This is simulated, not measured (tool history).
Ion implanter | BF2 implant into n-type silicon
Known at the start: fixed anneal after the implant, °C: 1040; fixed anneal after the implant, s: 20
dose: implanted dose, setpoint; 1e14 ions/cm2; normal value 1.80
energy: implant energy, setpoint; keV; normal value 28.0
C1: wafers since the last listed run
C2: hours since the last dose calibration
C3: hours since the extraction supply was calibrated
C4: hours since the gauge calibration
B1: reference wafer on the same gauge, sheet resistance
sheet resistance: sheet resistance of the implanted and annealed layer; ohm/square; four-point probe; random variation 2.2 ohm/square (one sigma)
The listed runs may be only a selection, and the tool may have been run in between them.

run 1 hour=0.0 | dose=1.80 energy=35.0 | C1=0 C2=2056.7 C3=2334.5 C4=324.7 | B1=549.10 | sheet_resistance=555.02
run 2 hour=51.1 | dose=1.80 energy=35.0 | C1=1021 C2=2107.8 C3=2385.6 C4=375.8 | B1=549.14 | sheet_resistance=557.56
run 3 hour=122.2 | dose=1.80 energy=28.0 | C1=1421 C2=2178.9 C3=2456.7 C4=446.9 | B1=549.88 | sheet_resistance=567.11
run 4 hour=179.7 | dose=1.80 energy=28.0 | C1=1149 C2=2236.4 C3=2514.2 C4=504.4 | B1=549.61 | sheet_resistance=570.04
run 5 hour=245.2 | dose=1.80 energy=28.0 | C1=1309 C2=2301.9 C3=2579.7 C4=569.9 | B1=548.76 | sheet_resistance=571.49
run 6 hour=291.2 | dose=1.80 energy=28.0 | C1=919 C2=2347.9 C3=2625.7 C4=615.9 | B1=548.91 | sheet_resistance=568.32
-- hour=324.4 extraction supply calibrated
run 7 hour=328.4 | dose=1.80 energy=28.0 | C1=583 C2=2385.1 C3=4.0 C4=653.1 | B1=548.60 | sheet_resistance=569.52
-- hour=348.6 Faraday cup replaced and dose calibrated
run 8 hour=365.8 | dose=1.80 energy=28.0 | C1=587 C2=17.2 C3=41.4 C4=690.5 | B1=548.64 | sheet_resistance=543.54
run 9 hour=538.1 | dose=1.80 energy=34.5 | C1=3443 C2=189.5 C3=213.7 C4=862.8 | B1=549.05 | sheet_resistance=534.47
-- hour=563.2 gauge calibrated
run 10 hour=698.2 | dose=1.80 energy=20.5 | C1=3199 C2=349.6 C3=373.8 C4=135.0 | B1=549.41 | sheet_resistance=566.73
run 11 hour=724.1 | dose=1.80 energy=28.0 | C1=517 C2=375.5 C3=399.7 C4=160.9 | B1=549.01 | sheet_resistance=549.78
run 12 hour=793.4 | dose=1.49 energy=28.0 | C1=1385 C2=444.8 C3=469.0 C4=230.2 | B1=549.51 | sheet_resistance=642.88
run 13 hour=843.7 | dose=1.38 energy=33.5 | C1=1005 C2=495.1 C3=519.3 C4=280.5 | B1=549.05 | sheet_resistance=672.83
run 14 hour=907.0 | dose=1.96 energy=34.5 | C1=1265 C2=558.4 C3=582.6 C4=343.8 | B1=549.09 | sheet_resistance=501.31
run 15 hour=973.7 | dose=1.80 energy=28.0 | C1=1333 C2=625.1 C3=649.3 C4=410.5 | B1=549.07 | sheet_resistance=554.71

Run 16, settings as shown, results not yet in. Your forecast:
run 16 hour=1032.1 | dose=1.61 energy=23.0 | C1=1167 C2=683.5 C3=707.7 C4=468.9 | B1=? | sheet_resistance=?

Run 16 yielded B1 549.64, sheet resistance 620.09 ohm/square.
Had the tool carried no hidden state, the very same run would have given sheet resistance 605.08 ohm/square.
